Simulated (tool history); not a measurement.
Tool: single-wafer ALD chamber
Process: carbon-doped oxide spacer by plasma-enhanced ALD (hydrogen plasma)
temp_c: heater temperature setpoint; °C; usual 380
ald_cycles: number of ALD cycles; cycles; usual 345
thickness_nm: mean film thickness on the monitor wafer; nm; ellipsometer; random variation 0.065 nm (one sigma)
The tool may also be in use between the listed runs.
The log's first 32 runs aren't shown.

| run | hour | temp_c | ald_cycles | read-back reference wafer on the same gauge, thickness_nm | thickness_nm |
|---|---|---|---|---|---|
| 33 | 2531.2 | 372 | 276 | 14.338 | 13.541 |
| 34 | 2634.6 | 380 | 345 | 14.316 | 17.132 |
| 35 | 2674.2 | 370 | 345 | 14.320 | 17.044 |
| 36 | 2729.6 | 390 | 277 | 14.307 | 13.640 |
| 37 | 2812.2 | 395 | 410 | 14.290 | 20.163 |
| 38 | 2871.5 | 380 | 345 | 14.294 | 16.916 |
| 39 | 2909.7 | 387 | 407 | 14.293 | 20.017 |
| 40 | 3001.6 | 373 | 405 | 14.252 | 19.946 |
| 41 | 3066.4 | 380 | 345 | 14.235 | 16.922 |
| 42 | 3154.2 | 389 | 390 | 14.221 | 19.191 |
| 43 | 3236.3 | 380 | 305 | 14.226 | 14.895 |
| 44 | 3339.4 | 380 | 345 | 14.205 | 16.784 |
|  | 3367.2 | thermocouple changed; heater temperature recalibrated |
| 45 | 3402.9 | 389 | 323 | 14.215 | 15.717 |
| 46 | 3445.1 | 380 | 345 | 14.211 | 16.702 |

Forecast each of these 4 alternatives for the next run:
| A | 3446.0 | 375 | 345 | ? | ? |
| B | 3446.0 | 366 | 345 | ? | ? |
| C | 3446.0 | 393 | 321 | ? | ? |
| D | 3446.0 | 369 | 345 | ? | ? |

| run | read-back reference wafer on the same gauge, thickness_nm | thickness_nm |
|---|---|---|
| A | 14.195 | 16.958 |
| B | 14.195 | 16.958 |
| C | 14.195 | 15.778 |
| D | 14.195 | 16.958 |
Without the tool's hidden state the same runs would have given:
| run | thickness_nm |
|---|---|
| A | 17.211 |
| B | 17.211 |
| C | 16.013 |
| D | 17.211 |
